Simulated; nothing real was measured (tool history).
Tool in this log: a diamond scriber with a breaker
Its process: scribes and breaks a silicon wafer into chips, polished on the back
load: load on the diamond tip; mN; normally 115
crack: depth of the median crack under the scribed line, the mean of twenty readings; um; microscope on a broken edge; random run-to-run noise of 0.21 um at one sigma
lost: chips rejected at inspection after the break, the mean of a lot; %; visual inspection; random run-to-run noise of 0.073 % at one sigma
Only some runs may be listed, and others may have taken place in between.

run,day,load,wafers since the last listed run,hours since the diamond tip was replaced,hours since the load on the tip was calibrated,"incoming depth of the damage left on the back of the incoming wafer, um",crack,lost
1,0.000,115,0,322.0,888.6,0.05,10.33,16.19
2,4.233,115,419,423.6,990.2,0.03,9.61,17.09
# day 5.846: diamond tip replaced by a new one
3,16.862,92,1244,264.4,1293.3,0.02,8.76,37.76
4,20.650,92,375,355.3,1384.2,0.04,8.53,38.65
# day 21.738: diamond tip replaced by a new one, of another model than before
5,23.050,92,229,31.5,1441.8,0.02,10.41,11.32
# day 23.938: load on the tip recalibrated
6,27.008,108,384,126.5,73.7,0.04,10.27,11.51
7,30.317,91,328,205.9,153.1,0.04,9.05,30.08
8,34.725,115,437,311.7,258.9,0.04,9.88,20.44
9,36.467,106,172,353.5,300.7,0.04,9.01,24.15
10,39.112,133,262,417.0,364.2,0.02,10.19,12.99
# day 40.808: diamond tip replaced by a new one
11,42.408,136,318,38.4,443.3,0.05,12.32,1.56
12,45.958,115,352,123.6,528.5,0.02,10.60,6.63
13,50.046,144,405,221.7,626.6,0.04,11.75,2.50
14,53.308,140,323,300.0,704.9,0.03,10.87,4.68

Below, some changes in crack between adjacent runs. For each, the amount present without the hidden state too (settings, incoming material, random variation) and the amount remaining for the hidden state with gauge scatter not shared by both compared results:
Hidden conditions of the tool in this case: share of the diamond tip's cutting effectiveness lost through wear, %; deviation of the load on the tip from its setpoint, %.
Run 10 -> 11: load 133 -> 136, diamond tip replaced by a new one. crack +2.13 um: hidden state +2.13, all else +0.00.
